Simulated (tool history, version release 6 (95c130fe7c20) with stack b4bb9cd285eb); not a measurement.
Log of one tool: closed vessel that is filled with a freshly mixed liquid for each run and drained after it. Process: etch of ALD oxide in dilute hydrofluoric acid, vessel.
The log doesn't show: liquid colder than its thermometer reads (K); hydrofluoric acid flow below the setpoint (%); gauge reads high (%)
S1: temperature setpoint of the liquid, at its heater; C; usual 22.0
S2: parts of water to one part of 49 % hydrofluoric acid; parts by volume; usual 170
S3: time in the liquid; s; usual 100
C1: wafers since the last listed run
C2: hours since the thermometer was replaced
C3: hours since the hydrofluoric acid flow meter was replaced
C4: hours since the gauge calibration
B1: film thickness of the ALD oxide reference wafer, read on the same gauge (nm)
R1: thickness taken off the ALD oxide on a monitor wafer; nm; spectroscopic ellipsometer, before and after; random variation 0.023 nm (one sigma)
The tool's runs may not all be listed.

run 1 day=0.000 | S1=22.0 S2=170 S3=100 | C1=0 C2=1089.7 C3=1196.2 C4=322.8 | B1=50.02 | R1=4.63
run 2 day=0.967 | S1=22.0 S2=170 S3=100 | C1=2946 C2=1112.9 C3=1219.4 C4=346.0 | B1=49.99 | R1=4.65
run 3 day=1.533 | S1=20.5 S2=170 S3=100 | C1=1727 C2=1126.5 C3=1233.0 C4=359.6 | B1=50.00 | R1=4.37
run 4 day=4.821 | S1=20.5 S2=170 S3=100 | C1=10021 C2=1205.4 C3=1311.9 C4=438.5 | B1=49.99 | R1=4.37
run 5 day=6.183 | S1=20.5 S2=170 S3=100 | C1=4153 C2=1238.1 C3=1344.6 C4=471.2 | B1=49.99 | R1=4.34
run 6 day=7.050 | S1=18.5 S2=170 S3=135 | C1=2642 C2=1258.9 C3=1365.4 C4=492.0 | B1=50.00 | R1=5.38
run 7 day=7.746 | S1=18.5 S2=170 S3=135 | C1=2121 C2=1275.6 C3=1382.1 C4=508.7 | B1=50.01 | R1=5.43
run 8 day=9.225 | S1=18.5 S2=170 S3=135 | C1=4509 C2=1311.1 C3=1417.6 C4=544.2 | B1=50.00 | R1=5.34
run 9 day=10.679 | S1=20.0 S2=170 S3=100 | C1=4433 C2=1346.0 C3=1452.5 C4=579.1 | B1=49.99 | R1=4.24
-- day=11.529 gauge calibrated
run 10 day=11.829 | S1=20.0 S2=170 S3=100 | C1=3505 C2=1373.6 C3=1480.1 C4=7.2 | B1=50.02 | R1=4.20
run 11 day=13.292 | S1=20.0 S2=170 S3=100 | C1=4458 C2=1408.7 C3=1515.2 C4=42.3 | B1=49.99 | R1=4.20
run 12 day=14.575 | S1=22.0 S2=170 S3=100 | C1=3912 C2=1439.5 C3=1546.0 C4=73.1 | B1=49.99 | R1=4.55
run 13 day=15.408 | S1=22.0 S2=170 S3=100 | C1=2540 C2=1459.5 C3=1566.0 C4=93.1 | B1=50.02 | R1=4.55
run 14 day=16.783 | S1=22.0 S2=195 S3=100 | C1=4191 C2=1492.5 C3=1599.0 C4=126.1 | B1=49.99 | R1=3.84
run 15 day=17.467 | S1=22.0 S2=170 S3=100 | C1=2083 C2=1508.9 C3=1615.4 C4=142.5 | B1=49.99 | R1=4.51
run 16 day=18.512 | S1=22.0 S2=170 S3=100 | C1=3188 C2=1534.0 C3=1640.5 C4=167.6 | B1=49.99 | R1=4.52
run 17 day=19.742 | S1=18.0 S2=235 S3=100 | C1=3747 C2=1563.5 C3=1670.0 C4=197.1 | B1=50.01 | R1=2.60
-- day=20.300 hydrofluoric acid flow meter replaced
run 18 day=20.558 | S1=22.0 S2=235 S3=55 | C1=2362 C2=1583.1 C3=6.2 C4=216.7 | B1=49.99 | R1=1.88
run 19 day=21.454 | S1=24.0 S2=170 S3=80 | C1=2730 C2=1604.6 C3=27.7 C4=238.2 | B1=49.98 | R1=4.37
-- day=22.633 thermometer replaced
run 20 day=22.788 | S1=26.5 S2=170 S3=75 | C1=3937 C2=3.7 C3=59.7 C4=270.2 | B1=49.99 | R1=4.46
run 21 day=23.904 | S1=22.0 S2=135 S3=120 | C1=3404 C2=30.5 C3=86.5 C4=297.0 | B1=49.97 | R1=7.84
run 22 day=24.812 | S1=22.0 S2=85 S3=100 | C1=2769 C2=52.3 C3=108.3 C4=318.8 | B1=50.00 | R1=11.03
run 23 day=25.317 | S1=18.5 S2=170 S3=135 | C1=1536 C2=64.4 C3=120.4 C4=330.9 | B1=50.02 | R1=5.88
run 24 day=26.312 | S1=20.0 S2=105 S3=135 | C1=3035 C2=88.3 C3=144.3 C4=354.8 | B1=50.02 | R1=10.97
run 25 day=27.179 | S1=22.0 S2=170 S3=100 | C1=2642 C2=109.1 C3=165.1 C4=375.6 | B1=49.98 | R1=5.01
run 26 day=28.479 | S1=22.0 S2=230 S3=100 | C1=3963 C2=140.3 C3=196.3 C4=406.8 | B1=49.97 | R1=3.46

4 ways to go on from here, each from the tool as it stands after run 26. What would each give?
run A day=28.508 | S1=22.0 S2=170 S3=100 | C1=88 C2=141.0 C3=197.0 C4=407.5 | B1=? | R1=?
run B day=28.508 | S1=18.0 S2=135 S3=80 | C1=88 C2=141.0 C3=197.0 C4=407.5 | B1=? | R1=?
run C day=28.508 | S1=20.5 S2=205 S3=100 | C1=88 C2=141.0 C3=197.0 C4=407.5 | B1=? | R1=?
run D day=28.508 | S1=27.0 S2=140 S3=100 | C1=88 C2=141.0 C3=197.0 C4=407.5 | B1=? | R1=?

run=A B1=49.98 R1=4.97
run=B B1=49.98 R1=4.43
run=C B1=49.98 R1=3.75
run=D B1=49.98 R1=7.55
Without the tool's hidden state the same runs would have given:
run=A R1=5.05
run=B R1=4.50
run=C R1=3.81
run=D R1=7.67

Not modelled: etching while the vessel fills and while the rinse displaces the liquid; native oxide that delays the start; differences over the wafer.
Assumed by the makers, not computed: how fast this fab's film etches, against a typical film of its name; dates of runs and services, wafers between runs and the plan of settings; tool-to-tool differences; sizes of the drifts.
